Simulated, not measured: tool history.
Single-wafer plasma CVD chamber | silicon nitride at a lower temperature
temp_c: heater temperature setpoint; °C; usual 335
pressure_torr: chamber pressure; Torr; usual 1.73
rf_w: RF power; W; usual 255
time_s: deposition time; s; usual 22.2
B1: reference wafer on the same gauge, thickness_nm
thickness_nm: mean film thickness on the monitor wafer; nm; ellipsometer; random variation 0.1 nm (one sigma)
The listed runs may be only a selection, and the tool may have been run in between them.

Run 1, hour 0.0: usual settings but rf_w 235 W, time_s 20.9 s; B1 26.519. Result: thickness_nm 22.138 nm.
Run 2, hour 55.7: usual settings but rf_w 235 W, time_s 20.9 s; B1 26.539. Result: thickness_nm 21.984 nm.
At hour 75.5: showerhead replaced.
Run 3, hour 122.1: usual settings but pressure_torr 1.89 Torr; B1 26.496. Result: thickness_nm 24.934 nm.
Run 4, hour 173.0: usual settings but pressure_torr 1.89 Torr; B1 26.520. Result: thickness_nm 25.135 nm.
Run 5, hour 275.2: usual settings but pressure_torr 1.89 Torr; B1 26.549. Result: thickness_nm 24.991 nm.
Run 6, hour 343.1: usual settings; B1 26.472. Result: thickness_nm 24.495 nm.
At hour 379.4: capacitance manometer re-zeroed and calibrated.
Run 7, hour 379.9: usual settings but time_s 23.5 s; B1 26.550. Result: thickness_nm 26.201 nm.
At hour 390.4: thermocouple changed; heater temperature recalibrated.
Run 8, hour 404.9: usual settings; B1 26.525. Result: thickness_nm 24.898 nm.
Run 9, hour 444.5: usual settings but pressure_torr 2.10 Torr, rf_w 215 W; B1 26.508. Result: thickness_nm 23.530 nm.
Run 10, hour 493.0: usual settings; B1 26.509. Result: thickness_nm 24.806 nm.
Run 11, hour 562.0: usual settings but pressure_torr 2.15 Torr, time_s 20.3 s; B1 26.494. Result: thickness_nm 23.886 nm.
Run 12, hour 612.1: usual settings but temp_c 320 °C, pressure_torr 1.44 Torr, rf_w 225 W, time_s 25.1 s; B1 26.543. Result: thickness_nm 24.843 nm.
Run 13, hour 750.7: usual settings but time_s 18.9 s; B1 26.543. Result: thickness_nm 20.851 nm.
Run 14, hour 782.1: usual settings; B1 26.499. Result: thickness_nm 24.516 nm.
Run 15, hour 809.6: usual settings but temp_c 327 °C, pressure_torr 1.31 Torr, rf_w 235 W, time_s 23.7 s; B1 26.524. Result: thickness_nm 23.380 nm.
Run 16, hour 850.0: usual settings; B1 26.487. Result: thickness_nm 24.480 nm.
At hour 897.9: RF generator calibrated.
Run 17, hour 898.4: usual settings but pressure_torr 2.15 Torr, time_s 20.9 s; B1 26.483. Result: thickness_nm 24.749 nm.
Run 18, hour 931.5: usual settings but temp_c 325 °C, pressure_torr 2.00 Torr; B1 26.556. Result: thickness_nm 25.849 nm.
At hour 970.0: gauge calibrated.
Run 19, hour 993.7: usual settings but pressure_torr 1.96 Torr, rf_w 300 W; B1 26.482. Result: thickness_nm 28.009 nm.
Run 20, hour 1055.5: usual settings but rf_w 205 W, time_s 18.7 s; B1 26.469. Result: thickness_nm 18.520 nm.
Run 21, hour 1111.7: usual settings but temp_c 327 °C, pressure_torr 1.31 Torr, rf_w 235 W, time_s 23.7 s; B1 26.511. Result: thickness_nm 23.679 nm.
Run 22, hour 1148.5: usual settings but temp_c 345 °C, pressure_torr 1.88 Torr, rf_w 240 W, time_s 23.6 s; B1 26.481. Result: thickness_nm 25.890 nm.
Run 23, hour 1177.0: usual settings; B1 26.531. Result: thickness_nm 24.772 nm.
Run 24, hour 1221.3: usual settings but pressure_torr 1.45 Torr, rf_w 295 W, time_s 18.0 s; B1 26.464. Result: thickness_nm 21.020 nm.
Run 25, hour 1396.3: usual settings but temp_c 343 °C; B1 26.461. Result: thickness_nm 24.762 nm.
Run 26, hour 1465.7: usual settings but temp_c 329 °C, pressure_torr 2.01 Torr; B1 26.512. Result: thickness_nm 25.740 nm.
Run 27, hour 1501.3: usual settings but temp_c 329 °C, time_s 19.9 s; B1 26.490. Result: thickness_nm 22.253 nm.

Alternative continuations, all from the tool just after run 27; predict every row:
Run A, hour 1501.7: usual settings; B1 ?. Result: thickness_nm ?.
Run B, hour 1501.7: usual settings but temp_c 323 °C, rf_w 300 W; B1 ?. Result: thickness_nm ?.
Run C, hour 1501.7: usual settings but pressure_torr 2.14 Torr; B1 ?. Result: thickness_nm ?.
Run D, hour 1501.7: usual settings but rf_w 285 W; B1 ?. Result: thickness_nm ?.
Run E, hour 1501.7: usual settings but pressure_torr 1.47 Torr; B1 ?. Result: thickness_nm ?.

run      B1  thickness_nm
  A  26.522        24.795
  B  26.522        27.328
  C  26.522        26.103
  D  26.522        26.432
  E  26.522        23.821
With the hidden condition removed and each run's random variation left untouched, the same runs would have given:
run  thickness_nm
  A        25.254
  B        27.827
  C        26.569
  D        26.915
  E        24.274
